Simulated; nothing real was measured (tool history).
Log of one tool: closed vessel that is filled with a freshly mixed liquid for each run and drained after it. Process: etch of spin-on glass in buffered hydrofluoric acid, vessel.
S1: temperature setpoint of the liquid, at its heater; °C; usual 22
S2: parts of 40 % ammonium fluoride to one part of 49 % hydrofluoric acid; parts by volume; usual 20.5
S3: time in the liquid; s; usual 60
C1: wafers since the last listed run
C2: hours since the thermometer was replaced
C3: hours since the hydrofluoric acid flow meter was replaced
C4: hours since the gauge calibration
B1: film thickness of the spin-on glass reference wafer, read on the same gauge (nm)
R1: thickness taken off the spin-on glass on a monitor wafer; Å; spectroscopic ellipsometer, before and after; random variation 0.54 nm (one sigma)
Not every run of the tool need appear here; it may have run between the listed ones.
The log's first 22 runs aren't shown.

run    hour    S1    S2  S3     C1      C2     C3      C4     B1     R1
 23  1372.1    22    23  40   5023  1186.9  185.2  1405.7  75.25  326.8
     1382.2  -- gauge calibrated
 24  1432.7  20.5  20.5  60   7480  1247.5  245.8    50.5  79.85  530.9
     1458.5  -- thermometer replaced
 25  1489.8    22  20.5  60   6924    31.3  302.9   107.6  79.78    568
 26  1550.8    25  16.5  35   7529    92.3  363.9   168.6  79.74  484.6
 27  1621.5  18.5  20.5  60   8727     163  434.6   239.3  79.68  472.2
 28  1711.3    19  20.5  70  11084   252.8  524.4   329.1  79.55  556.3
 29  1770.1    22  20.5  60   7258   311.6  583.2   387.9  79.47  562.1
 30  1820.2  24.5  20.5  60   6184   361.7  633.3     438   79.4  646.8
 31  1852.1    22  22.5  60   3937   393.6  665.2   469.9  79.31  537.3
 32  1889.7  17.5  28.5  45   4641   431.2  702.8   507.5  79.24  259.1
 33  1946.9    22  20.5  75   7060   488.4    760   564.7  79.08  711.6
 34  1979.9    22  20.5  60   4073   521.4    793   597.7     79  562.9

Each row is a separate what-if for the run after 34, all from the same tool condition, not one after another. Results?
  A  1980.6  22  20.5  70  86  522.1  793.7  598.4   ?   ?
  B  1980.6  22    18  60  86  522.1  793.7  598.4   ?   ?
  C  1980.6  22  16.5  45  86  522.1  793.7  598.4   ?   ?

run     B1     R1
  A  79.01    645
  B  79.01    624
  C  79.01  509.9
Had the tool no hidden state, the same runs would have come out as:
run     R1
  A  653.1
  B  631.8
  C  516.3
